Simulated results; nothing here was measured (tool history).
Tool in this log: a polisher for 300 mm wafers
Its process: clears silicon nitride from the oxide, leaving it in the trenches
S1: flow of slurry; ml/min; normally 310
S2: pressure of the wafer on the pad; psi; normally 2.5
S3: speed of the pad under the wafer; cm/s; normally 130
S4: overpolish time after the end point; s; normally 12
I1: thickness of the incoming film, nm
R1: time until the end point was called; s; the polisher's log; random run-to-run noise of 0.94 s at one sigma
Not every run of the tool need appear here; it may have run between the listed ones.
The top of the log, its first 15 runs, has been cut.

run	hour	S1	S2	S3	S4	I1	R1
16	185.7	360	2.5	130	12	99.4	117.1
17	233	310	2.5	130	12	99.5	118.7
18	246.3	310	2.5	148	16	100.4	104
19	254.5	200	2.9	172	7	99.2	80.7
# hour 263.4: worn pad replaced by a new one
20	265.3	310	2.5	152	12	100	101.5
# hour 272.8: slurry nozzle cleaned
21	278.1	210	2.5	130	12	99	123
# hour 282.5: head pressure recalibrated
22	294.3	310	2.5	148	12	98.9	111.5
23	302.8	290	2.5	130	12	101.7	128.8
24	317.4	310	3.3	130	12	100.1	98.1
25	333.9	310	2.5	130	15	100.7	127.8
# hour 349: head pressure recalibrated, repeated, since the last time left the tool worse
26	351.5	205	2	106	17	100.3	173.7
27	368.1	310	2.5	130	12	100.2	109.6
28	374.8	310	2.5	130	12	101.3	111
29	388	310	2.9	114	12	99.3	109.2
# hour 404.3: worn pad replaced by a new one
30	405.1	310	3.1	114	12	101.5	104.4
31	418.9	400	2.5	88	14	98.4	158.8
32	425.4	310	2.5	130	12	99.2	112.7
33	438.3	280	2.2	164	17	99.7	102.2
34	455.1	310	2.5	112	12	101.2	131.7
35	466.7	260	1.9	90	16	98.4	215
36	473.9	310	2.5	130	7	99.3	111.7
37	480.1	270	2.5	146	12	100.5	102.2
38	492.4	310	2.5	130	12	99.6	112.5

Below are 3 alternative next runs, each starting from the tool's condition after run 38. Predict each:
A	492.9	310	3.4	130	12	99.6	?
B	492.9	310	2.5	92	6	99.6	?
C	492.9	310	2.5	116	12	99.6	?

run	R1
A	81.9
B	157.4
C	124.8
Take away the tool's hidden state, keep each run's random variation, and the runs would have read:
run	R1
A	79.4
B	152.6
C	121
